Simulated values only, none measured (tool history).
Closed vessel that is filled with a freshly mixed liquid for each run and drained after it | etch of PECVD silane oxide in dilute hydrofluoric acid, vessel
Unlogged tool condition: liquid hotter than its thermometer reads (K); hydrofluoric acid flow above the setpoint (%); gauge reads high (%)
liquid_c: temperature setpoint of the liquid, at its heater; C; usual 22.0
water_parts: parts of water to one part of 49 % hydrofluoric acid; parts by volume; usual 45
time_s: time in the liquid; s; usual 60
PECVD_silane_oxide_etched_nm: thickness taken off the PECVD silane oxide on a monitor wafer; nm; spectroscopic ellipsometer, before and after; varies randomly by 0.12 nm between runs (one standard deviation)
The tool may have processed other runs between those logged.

run    day  liquid_c  water_parts  time_s  wafers since the last listed run  hours since the thermometer was replaced  hours since the hydrofluoric acid flow meter was replaced  hours since the gauge calibration  read-back film thickness of the PECVD silane oxide reference wafer, read on the same gauge (nm)  PECVD_silane_oxide_etched_nm
  1  0.000      22.0           45      60                                 0                                    1398.3                                                     1606.4                              466.0                                                                                            60.00                         28.08
  2  0.371      22.0           45      60                              1260                                    1407.2                                                     1615.3                              474.9                                                                                            60.00                         28.25
  3  0.646      22.0           45      60                               934                                    1413.8                                                     1621.9                              481.5                                                                                            60.01                         28.02
  4  1.183      22.0           45      60                              1826                                    1426.7                                                     1634.8                              494.4                                                                                            59.96                         28.20
  5  1.883      22.0           45      60                              2379                                    1443.5                                                     1651.6                              511.2                                                                                            60.00                         28.18
  6  2.350      22.0           45      60                              1586                                    1454.7                                                     1662.8                              522.4                                                                                            60.03                         28.08
     2.617  -- hydrofluoric acid flow meter replaced
  7  3.058      22.0           45      60                              2265                                    1471.7                                                       10.6                              539.4                                                                                            60.03                         28.14
  8  3.471      22.0           45      60                              1401                                    1481.6                                                       20.5                              549.3                                                                                            59.96                         28.19
  9  4.212      22.0           45      60                              2520                                    1499.4                                                       38.3                              567.1                                                                                            60.03                         28.25
 10  4.696      22.0           45      50                              1642                                    1511.0                                                       49.9                              578.7                                                                                            59.98                         23.50
 11  5.008      18.0           45      85                              1062                                    1518.5                                                       57.4                              586.2                                                                                            60.00                         33.46
 12  5.496      20.5           50      85                              1656                                    1530.2                                                       69.1                              597.9                                                                                            59.99                         33.60
     5.775  -- thermometer replaced
 13  6.221      26.5           50      35                              2322                                      10.7                                                       86.5                              615.3                                                                                            59.97                         17.54
 14  6.850      22.0           45      60                              2138                                      25.8                                                      101.6                              630.4                                                                                            60.00                         28.11
 15  7.396      22.0           45      60                              1855                                      38.9                                                      114.7                              643.5                                                                                            59.99                         28.14
 16  7.971      22.0           45      60                              1954                                      52.7                                                      128.5                              657.3                                                                                            60.01                         28.19
     8.079  -- gauge calibrated
 17  8.229      20.0           60      35                               877                                      58.9                                                      134.7                                3.6                                                                                            60.01                         11.14

Run 18 has not been measured yet. What should we expect?
 18  8.646      22.0           45      60                              1416                                      68.9                                                      144.7                               13.6                                                                                                ?                             ?

{"run 18": {"read-back film thickness of the PECVD silane oxide reference wafer, read on the same gauge (nm)": 59.99, "PECVD_silane_oxide_etched_nm": 28.24}}
If the tool had no hidden condition, the same run with the same run-to-run variation would have returned PECVD_silane_oxide_etched_nm 28.24 nm.

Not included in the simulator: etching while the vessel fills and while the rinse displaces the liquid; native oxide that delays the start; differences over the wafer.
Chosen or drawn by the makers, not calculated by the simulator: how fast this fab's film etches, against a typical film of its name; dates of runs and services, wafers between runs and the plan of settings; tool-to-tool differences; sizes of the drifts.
